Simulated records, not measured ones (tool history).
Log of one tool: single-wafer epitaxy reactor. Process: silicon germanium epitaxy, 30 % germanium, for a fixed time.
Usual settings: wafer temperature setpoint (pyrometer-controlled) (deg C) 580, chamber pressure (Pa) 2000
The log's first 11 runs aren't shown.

| run | hour | wafer temperature setpoint (pyrometer-controlled) (deg C) | chamber pressure (Pa) | read-back reference wafer on the same gauge, thickness_nm | mean film thickness on the monitor wafer (angstrom) |
|---|---|---|---|---|---|
| 12 | 667.9 | 580 | 2000 | 31.380 | 335.34 |
| 13 | 695.8 | 580 | 2000 | 31.344 | 337.92 |
| 14 | 764.5 | 580 | 2293 | 31.437 | 347.12 |
| 15 | 800.5 | 580 | 2293 | 31.422 | 350.30 |
| 16 | 839.0 | 588 | 2000 | 31.438 | 399.39 |
|  | 859.7 | capacitance manometer re-zeroed and calibrated |
| 17 | 889.4 | 587 | 2466 | 31.371 | 417.20 |
| 18 | 958.3 | 588 | 2346 | 31.437 | 419.77 |
| 19 | 1025.0 | 580 | 2000 | 31.394 | 338.55 |
|  | 1062.0 | showerhead replaced |
|  | 1084.6 | pyrometer calibrated |
| 20 | 1084.9 | 576 | 1867 | 31.468 | 299.97 |
| 21 | 1113.5 | 580 | 2000 | 31.406 | 336.57 |
| 22 | 1159.9 | 580 | 2000 | 31.395 | 336.14 |
|  | 1160.8 | gauge calibrated |
| 23 | 1228.4 | 592 | 1600 | 31.393 | 411.31 |
| 24 | 1353.4 | 592 | 2160 | 31.325 | 448.21 |

Forecast run 25:
| 25 | 1393.8 | 585 | 2000 | ? | ? |

{"run 25": {"read-back reference wafer on the same gauge, thickness_nm": 31.382, "mean film thickness on the monitor wafer (angstrom)": 376.9}}
Without the tool's hidden state the same run would have given mean film thickness on the monitor wafer (angstrom) 376.90.

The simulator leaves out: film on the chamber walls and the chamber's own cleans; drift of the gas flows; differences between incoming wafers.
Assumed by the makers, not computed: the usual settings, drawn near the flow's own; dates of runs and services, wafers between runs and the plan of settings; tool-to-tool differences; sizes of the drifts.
